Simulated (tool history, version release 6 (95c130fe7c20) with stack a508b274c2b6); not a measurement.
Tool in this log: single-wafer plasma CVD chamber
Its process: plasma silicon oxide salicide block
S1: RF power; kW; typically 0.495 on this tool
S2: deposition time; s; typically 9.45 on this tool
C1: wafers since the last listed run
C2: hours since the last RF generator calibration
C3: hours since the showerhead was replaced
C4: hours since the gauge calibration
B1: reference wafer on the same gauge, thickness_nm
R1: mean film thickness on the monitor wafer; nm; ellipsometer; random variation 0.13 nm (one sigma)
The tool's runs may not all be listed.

run     day     S1     S2   C1      C2      C3     C4      B1       R1
  1   0.000  0.495   9.45    0  1134.1  5839.2  274.1  75.694   83.570
  2   0.392  0.495   9.45  206  1143.5  5848.6  283.5  75.630   83.452
  3   0.908  0.495   9.45  273  1155.9  5861.0  295.9  75.718   83.510
  4   1.392  0.495   9.45  255  1167.5  5872.6  307.5  75.718   83.705
  5   1.779  0.495   9.45  204  1176.8  5881.9  316.8  75.635   83.622
  6   2.100  0.495   9.45  169  1184.5  5889.6  324.5  75.673   83.744
  7   2.446  0.495   9.45  182  1192.8  5897.9  332.8  75.659   83.595
  8   3.458  0.530   9.05  535  1217.1  5922.2  357.1  75.658   81.700
  9   3.800  0.495   9.45  180  1225.3  5930.4  365.3  75.718   83.625
 10   4.342  0.495   8.80  286  1238.3  5943.4  378.3  75.654   77.673
 11   4.667  0.495   9.45  171  1246.1  5951.2  386.1  75.652   83.543
 12   4.996  0.495   9.45  173  1254.0  5959.1  394.0  75.698   83.778
 13   5.379  0.550   9.45  202  1263.2  5968.3  403.2  75.749   86.167
 14   6.067  0.530   9.45  363  1279.7  5984.8  419.7  75.679   85.280
 15   6.379  0.530   9.45  165  1287.2  5992.3  427.2  75.663   85.287
 16   6.758  0.530   9.45  200  1296.3  6001.4  436.3  75.640   85.360
 17   7.188  0.450   9.45  226  1306.6  6011.7  446.6  75.733   81.054
 18   7.804  0.450   9.45  325  1321.4  6026.5  461.4  75.677   80.964
 19   8.067  0.450   9.45  138  1327.7  6032.8  467.7  75.730   80.820
 20   8.679  0.495   9.45  323  1342.4  6047.5  482.4  75.739   83.742
 21   9.158  0.530   8.28  253  1353.9  6059.0  493.9  75.684   74.659
 22   9.479  0.495   9.45  169  1361.6  6066.7  501.6  75.715   83.386
     10.350  -- showerhead replaced
 23  10.371  0.400   7.80  295  1383.0     0.5  523.0  75.699   64.419
     10.829  -- gauge calibrated
 24  10.842  0.495   9.45  248  1394.3    11.8    0.3  75.713   83.350
 25  11.750  0.570   9.45  480  1416.1    33.6   22.1  75.685   87.166
 26  12.462  0.525   8.83  376  1433.2    50.7   39.2  75.673   79.524
 27  12.804  0.530   9.45  180  1441.4    58.9   47.4  75.697   85.046
 28  13.075  0.460   8.65  143  1447.9    65.4   53.9  75.647   74.509
     13.817  -- RF generator calibrated
 29  13.838  0.575  10.79  226     0.5    83.7   72.2  75.750  101.737
 30  13.908  0.495   9.45   37     2.2    85.4   73.9  75.677   85.447
 31  14.575  0.530  11.21  352    18.2   101.4   89.9  75.738  102.988
 32  14.892  0.495   9.45  167    25.8   109.0   97.5  75.719   85.168
 33  15.417  0.495   9.45  277    38.4   121.6  110.1  75.704   85.218
 34  16.033  0.495   9.45  325    53.2   136.4  124.9  75.710   84.979
 35  16.767  0.555   8.86  387    70.8   154.0  142.5  75.718   82.654
 36  17.183  0.410   8.24  220    80.8   164.0  152.5  75.666   69.485
 37  17.671  0.410   8.66  257    92.5   175.7  164.2  75.646   73.250
 38  18.354  0.430   9.45  361   108.9   192.1  180.6  75.663   81.074
 39  18.812  0.415   8.82  242   119.9   203.1  191.6  75.668   74.727
 40  19.354  0.450   9.45  286   132.9   216.1  204.6  75.690   82.260

Branching from run 40: 4 alternative next runs. What would each branch give?
  A  19.371  0.495   9.45   8  133.3  216.5  205.0   ?   ?
  B  19.371  0.450   9.92   8  133.3  216.5  205.0   ?   ?
  C  19.371  0.525  10.75   8  133.3  216.5  205.0   ?   ?
  D  19.371  0.415  10.40   8  133.3  216.5  205.0   ?   ?

run      B1      R1
  A  75.699  84.709
  B  75.699  86.294
  C  75.699  98.157
  D  75.699  88.183
With no hidden state in the tool, these same runs would have given:
run      R1
  A  85.691
  B  87.294
  C  99.294
  D  89.205
